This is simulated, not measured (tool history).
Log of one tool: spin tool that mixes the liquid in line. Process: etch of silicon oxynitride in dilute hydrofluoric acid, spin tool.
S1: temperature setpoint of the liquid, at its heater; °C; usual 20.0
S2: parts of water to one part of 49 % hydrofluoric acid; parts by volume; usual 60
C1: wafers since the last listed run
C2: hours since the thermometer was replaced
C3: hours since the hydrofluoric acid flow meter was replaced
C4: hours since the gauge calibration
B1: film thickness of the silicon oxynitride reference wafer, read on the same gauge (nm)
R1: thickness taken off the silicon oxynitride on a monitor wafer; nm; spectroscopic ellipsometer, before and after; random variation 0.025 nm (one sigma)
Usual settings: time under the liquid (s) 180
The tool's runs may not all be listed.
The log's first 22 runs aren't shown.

-- hour=694.9 hydrofluoric acid flow meter replaced
run 23 hour=712.6 | S1=20.0 S2=80 time_under_the_liquid_(s)=275 | C1=265 C2=424.3 C3=17.7 C4=847.5 | B1=50.007 | R1=4.768
-- hour=728.2 gauge calibrated
run 24 hour=737.3 | S1=20.0 S2=35 time_under_the_liquid_(s)=180 | C1=211 C2=449.0 C3=42.4 C4=9.1 | B1=49.992 | R1=7.404
run 25 hour=767.7 | S1=17.0 S2=80 time_under_the_liquid_(s)=95 | C1=260 C2=479.4 C3=72.8 C4=39.5 | B1=49.991 | R1=1.419
run 26 hour=790.7 | S1=20.0 S2=60 time_under_the_liquid_(s)=180 | C1=196 C2=502.4 C3=95.8 C4=62.5 | B1=50.011 | R1=4.244
run 27 hour=824.6 | S1=17.0 S2=60 time_under_the_liquid_(s)=180 | C1=290 C2=536.3 C3=129.7 C4=96.4 | B1=49.987 | R1=3.668
run 28 hour=837.8 | S1=20.0 S2=60 time_under_the_liquid_(s)=180 | C1=112 C2=549.5 C3=142.9 C4=109.6 | B1=50.004 | R1=4.265
run 29 hour=858.5 | S1=20.0 S2=60 time_under_the_liquid_(s)=180 | C1=177 C2=570.2 C3=163.6 C4=130.3 | B1=49.993 | R1=4.218
run 30 hour=880.9 | S1=18.0 S2=60 time_under_the_liquid_(s)=95 | C1=191 C2=592.6 C3=186.0 C4=152.7 | B1=50.030 | R1=2.030
run 31 hour=907.4 | S1=20.0 S2=60 time_under_the_liquid_(s)=180 | C1=226 C2=619.1 C3=212.5 C4=179.2 | B1=49.995 | R1=4.294
run 32 hour=932.6 | S1=20.0 S2=60 time_under_the_liquid_(s)=180 | C1=215 C2=644.3 C3=237.7 C4=204.4 | B1=49.983 | R1=4.274
run 33 hour=949.2 | S1=20.0 S2=35 time_under_the_liquid_(s)=210 | C1=142 C2=660.9 C3=254.3 C4=221.0 | B1=49.965 | R1=8.695

Forecast each of these 4 alternatives for the next run:
run A hour=949.7 | S1=20.0 S2=50 time_under_the_liquid_(s)=180 | C1=4 C2=661.4 C3=254.8 C4=221.5 | B1=? | R1=?
run B hour=949.7 | S1=24.5 S2=60 time_under_the_liquid_(s)=180 | C1=4 C2=661.4 C3=254.8 C4=221.5 | B1=? | R1=?
run C hour=949.7 | S1=23.5 S2=35 time_under_the_liquid_(s)=230 | C1=4 C2=661.4 C3=254.8 C4=221.5 | B1=? | R1=?
run D hour=949.7 | S1=17.0 S2=90 time_under_the_liquid_(s)=85 | C1=4 C2=661.4 C3=254.8 C4=221.5 | B1=? | R1=?

run=A B1=50.013 R1=5.193
run=B B1=50.013 R1=5.364
run=C B1=50.013 R1=11.404
run=D B1=50.013 R1=1.141
Without the tool's hidden state the same runs would have given:
run=A R1=5.021
run=B R1=5.183
run=C R1=11.030
run=D R1=1.102

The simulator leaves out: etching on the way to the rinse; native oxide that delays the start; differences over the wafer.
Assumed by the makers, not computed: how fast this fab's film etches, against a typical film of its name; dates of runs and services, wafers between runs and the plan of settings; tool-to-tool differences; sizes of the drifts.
